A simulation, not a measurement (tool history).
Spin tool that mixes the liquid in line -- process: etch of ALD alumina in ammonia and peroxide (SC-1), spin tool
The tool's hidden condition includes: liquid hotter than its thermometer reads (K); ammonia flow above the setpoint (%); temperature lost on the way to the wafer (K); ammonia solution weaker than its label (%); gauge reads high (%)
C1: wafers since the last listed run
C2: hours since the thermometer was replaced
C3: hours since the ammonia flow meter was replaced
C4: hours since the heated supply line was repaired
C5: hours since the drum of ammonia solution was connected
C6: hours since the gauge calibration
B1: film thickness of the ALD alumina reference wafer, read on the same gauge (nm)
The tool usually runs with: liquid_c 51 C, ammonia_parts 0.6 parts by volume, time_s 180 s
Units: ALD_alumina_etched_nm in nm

Run 1, hour 0: usual settings but ammonia_parts 0.75 parts by volume; C1 0; C2 1286.1; C3 3.9; C4 562.1; C5 686.8; C6 396.9; B1 40.03. Result: ALD_alumina_etched_nm 19.35 nm.
Run 2, hour 35.3: usual settings; C1 308; C2 1321.4; C3 39.2; C4 597.4; C5 722.1; C6 432.2; B1 40. Result: ALD_alumina_etched_nm 18.86 nm.
Run 3, hour 91.2: usual settings but time_s 220 s; C1 487; C2 1377.3; C3 95.1; C4 653.3; C5 778; C6 488.1; B1 40.02. Result: ALD_alumina_etched_nm 23.1 nm.
Run 4, hour 142.8: usual settings but ammonia_parts 0.8 parts by volume; C1 450; C2 1428.9; C3 146.7; C4 704.9; C5 829.6; C6 539.7; B1 40.02. Result: ALD_alumina_etched_nm 19.52 nm.
Run 5, hour 210.5: usual settings but ammonia_parts 0.75 parts by volume, time_s 115 s; C1 590; C2 1496.6; C3 214.4; C4 772.6; C5 897.3; C6 607.4; B1 40.02. Result: ALD_alumina_etched_nm 12.37 nm.
Run 6, hour 270.9: usual settings but liquid_c 46 C, ammonia_parts 0.4 parts by volume, time_s 120 s; C1 527; C2 1557; C3 274.8; C4 833; C5 957.7; C6 667.8; B1 39.99. Result: ALD_alumina_etched_nm 9.2 nm.
Run 7, hour 340.1: usual settings but ammonia_parts 0.85 parts by volume; C1 604; C2 1626.2; C3 344; C4 902.2; C5 1026.9; C6 737; B1 40.03. Result: ALD_alumina_etched_nm 19.53 nm.
At hour 359.9: new drum of ammonia solution connected.
Run 8, hour 409.4: usual settings but ammonia_parts 0.4 parts by volume, time_s 215 s; C1 596; C2 1695.5; C3 413.3; C4 971.5; C5 49.5; C6 806.3; B1 39.99. Result: ALD_alumina_etched_nm 22.01 nm.
Run 9, hour 448.4: usual settings but ammonia_parts 0.75 parts by volume, time_s 240 s; C1 340; C2 1734.5; C3 452.3; C4 1010.5; C5 88.5; C6 845.3; B1 40. Result: ALD_alumina_etched_nm 25.92 nm.
Run 10, hour 491.4: usual settings but liquid_c 58 C, ammonia_parts 0.4 parts by volume, time_s 80 s; C1 375; C2 1777.5; C3 495.3; C4 1053.5; C5 131.5; C6 888.3; B1 40.01. Result: ALD_alumina_etched_nm 11.8 nm.
At hour 508.6: ammonia flow meter replaced.
At hour 515.6: heated supply line repaired.
Run 11, hour 562.4: usual settings but ammonia_parts 0.35 parts by volume; C1 602; C2 1848.5; C3 53.8; C4 46.8; C5 202.5; C6 959.3; B1 40. Result: ALD_alumina_etched_nm 18.03 nm.
At hour 603.5: thermometer replaced.
Run 12, hour 625.9: usual settings but ammonia_parts 0.5 parts by volume; C1 545; C2 22.4; C3 117.3; C4 110.3; C5 266; C6 1022.8; B1 40. Result: ALD_alumina_etched_nm 18.13 nm.
Run 13, hour 655.6: usual settings but liquid_c 47 C, ammonia_parts 0.8 parts by volume, time_s 250 s; C1 259; C2 52.1; C3 147; C4 140; C5 295.7; C6 1052.5; B1 40.01. Result: ALD_alumina_etched_nm 21.26 nm.
Run 14, hour 712.1: usual settings but liquid_c 55 C, ammonia_parts 0.4 parts by volume, time_s 215 s; C1 493; C2 108.6; C3 203.5; C4 196.5; C5 352.2; C6 1109; B1 40.01. Result: ALD_alumina_etched_nm 26.53 nm.
Run 15, hour 770.4: usual settings but liquid_c 46 C; C1 508; C2 166.9; C3 261.8; C4 254.8; C5 410.5; C6 1167.3; B1 40.01. Result: ALD_alumina_etched_nm 14.05 nm.
Run 16, hour 837.9: usual settings but liquid_c 60.5 C, time_s 210 s; C1 589; C2 234.4; C3 329.3; C4 322.3; C5 478; C6 1234.8; B1 39.99. Result: ALD_alumina_etched_nm 35.63 nm.
Run 17, hour 902.4: usual settings; C1 563; C2 298.9; C3 393.8; C4 386.8; C5 542.5; C6 1299.3; B1 40. Result: ALD_alumina_etched_nm 18.37 nm.
Run 18, hour 948.5: usual settings but liquid_c 60.5 C, time_s 210 s; C1 402; C2 345; C3 439.9; C4 432.9; C5 588.6; C6 1345.4; B1 40. Result: ALD_alumina_etched_nm 35.92 nm.
Run 19, hour 977.1: usual settings but liquid_c 58 C, ammonia_parts 0.35 parts by volume, time_s 255 s; C1 249; C2 373.6; C3 468.5; C4 461.5; C5 617.2; C6 1374; B1 39.97. Result: ALD_alumina_etched_nm 36.62 nm.
Run 20, hour 1014: usual settings but liquid_c 56.5 C, ammonia_parts 0.4 parts by volume, time_s 225 s; C1 322; C2 410.5; C3 505.4; C4 498.4; C5 654.1; C6 1410.9; B1 39.99. Result: ALD_alumina_etched_nm 30.21 nm.
At hour 1023.8: ammonia flow meter replaced.
Run 21, hour 1056.1: usual settings; C1 358; C2 452.6; C3 32.3; C4 540.5; C5 696.2; C6 1453; B1 40. Result: ALD_alumina_etched_nm 18.53 nm.
Run 22, hour 1081.1: usual settings but ammonia_parts 0.75 parts by volume; C1 218; C2 477.6; C3 57.3; C4 565.5; C5 721.2; C6 1478; B1 39.99. Result: ALD_alumina_etched_nm 19.09 nm.
Run 23, hour 1138.5: usual settings but liquid_c 43.5 C, ammonia_parts 0.8 parts by volume, time_s 90 s; C1 501; C2 535; C3 114.7; C4 622.9; C5 778.6; C6 1535.4; B1 40.02. Result: ALD_alumina_etched_nm 6.24 nm.
Run 24, hour 1196.1: usual settings but liquid_c 55.5 C, time_s 230 s; C1 502; C2 592.6; C3 172.3; C4 680.5; C5 836.2; C6 1593; B1 40.01. Result: ALD_alumina_etched_nm 30.36 nm.

Each row is a separate what-if for the run after 24, all from the same tool condition, not one after another. Results?
Run A, hour 1196.6: usual settings; C1 4; C2 593.1; C3 172.8; C4 681; C5 836.7; C6 1593.5; B1 ?. Result: ALD_alumina_etched_nm ?.
Run B, hour 1196.6: usual settings but time_s 85 s; C1 4; C2 593.1; C3 172.8; C4 681; C5 836.7; C6 1593.5; B1 ?. Result: ALD_alumina_etched_nm ?.
Run C, hour 1196.6: usual settings but liquid_c 41 C, ammonia_parts 0.7 parts by volume, time_s 135 s; C1 4; C2 593.1; C3 172.8; C4 681; C5 836.7; C6 1593.5; B1 ?. Result: ALD_alumina_etched_nm ?.
Run D, hour 1196.6: usual settings but liquid_c 44 C, ammonia_parts 0.45 parts by volume, time_s 270 s; C1 4; C2 593.1; C3 172.8; C4 681; C5 836.7; C6 1593.5; B1 ?. Result: ALD_alumina_etched_nm ?.
Run E, hour 1196.6: usual settings but ammonia_parts 0.4 parts by volume, time_s 220 s; C1 4; C2 593.1; C3 172.8; C4 681; C5 836.7; C6 1593.5; B1 ?. Result: ALD_alumina_etched_nm ?.

run  B1  ALD_alumina_etched_nm
  A  40                   18.6
  B  40                   8.78
  C  40                   8.05
  D  40                  18.36
  E  40                  21.88
With the hidden condition removed and each run's random variation left untouched, the same runs would have given:
run  ALD_alumina_etched_nm
  A                  18.42
  B                    8.7
  C                   7.96
  D                  18.17
  E                  21.66

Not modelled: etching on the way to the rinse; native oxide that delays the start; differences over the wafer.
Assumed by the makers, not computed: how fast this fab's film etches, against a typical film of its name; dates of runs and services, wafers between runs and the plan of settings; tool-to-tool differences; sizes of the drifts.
